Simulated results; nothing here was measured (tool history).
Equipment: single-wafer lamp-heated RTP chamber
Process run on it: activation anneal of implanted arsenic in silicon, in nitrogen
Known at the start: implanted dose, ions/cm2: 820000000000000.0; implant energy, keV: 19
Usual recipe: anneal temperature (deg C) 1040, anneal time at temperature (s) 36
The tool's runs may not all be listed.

run	hour	anneal temperature (deg C)	anneal time at temperature (s)	read-back reference wafer on the same gauge, sheet resistance	sheet resistance of the implanted and annealed layer (ohm/square)
1	0	1058	36	118.86	135.02
2	40.9	1058	36	119.1	135.83
3	102.3	1058	36	118.99	135.67
4	146.7	1040	36	119.04	140.04
5	225.7	1040	36	118.91	139.07
6	270.1	1040	36	119	139.69
7	312.9	1040	36	119	137.79
8	400.2	1040	36	119.15	139.3
9	475.8	1040	36	118.96	139.31
10	528	1040	36	119.12	138.18
11	624.2	1040	36	118.95	139.54
12	703.7	1040	36	119.04	139.4
13	766.6	1040	36	119.11	139.3
14	816.8	1040	36	119.07	138.35
15	891.9	1040	36	118.82	139.39
16	994.9	1013	24	119	150.03
17	1193.5	1018	46	118.92	140.68
18	1242.8	1040	46	118.94	136.72
19	1529.6	1040	36	118.99	139.57
20	1613.1	1069	29	118.97	135.67
21	1720.5	1040	36	119.19	139.21
22	1786.2	1040	36	119.17	139.99
23	1847.2	1023	48	119.14	140.71
24	1893.7	1040	20	118.96	145.23
25	1950.6	1040	36	119.09	138.66
26	2019	1011	22	119.03	150.37
27	2118.3	1040	15	119	147.71
28	2195.2	1057	17	119.02	142.59

Not shown here: 8 entries made in the log between runs. Locate each between two listed runs and compare the hidden state at the listed run before it with the hidden state at the listed run after it:
Logged between run 3 and run 4: pyrometer window cleaned and pyrometer calibrated (hour 121.8)
  both runs share identical hidden conditions
Logged between run 10 and run 11: pyrometer window cleaned and pyrometer calibrated (hour 623.7)
  both runs share identical hidden conditions
Logged between run 12 and run 13: reflector plate cleaned (hour 712.2)
  both runs share identical hidden conditions
Logged between run 16 and run 17: pyrometer window cleaned and pyrometer calibrated (hour 1058.3)
  both runs share identical hidden conditions
Logged between run 18 and run 19: gauge calibrated (hour 1463.3); pyrometer window cleaned and pyrometer calibrated (hour 1517.5)
  both runs share identical hidden conditions
Logged between run 19 and run 20: reflector plate cleaned (hour 1598)
  both runs share identical hidden conditions
Logged between run 25 and run 26: pyrometer window cleaned and pyrometer calibrated (hour 1960.9)
  both runs share identical hidden conditions
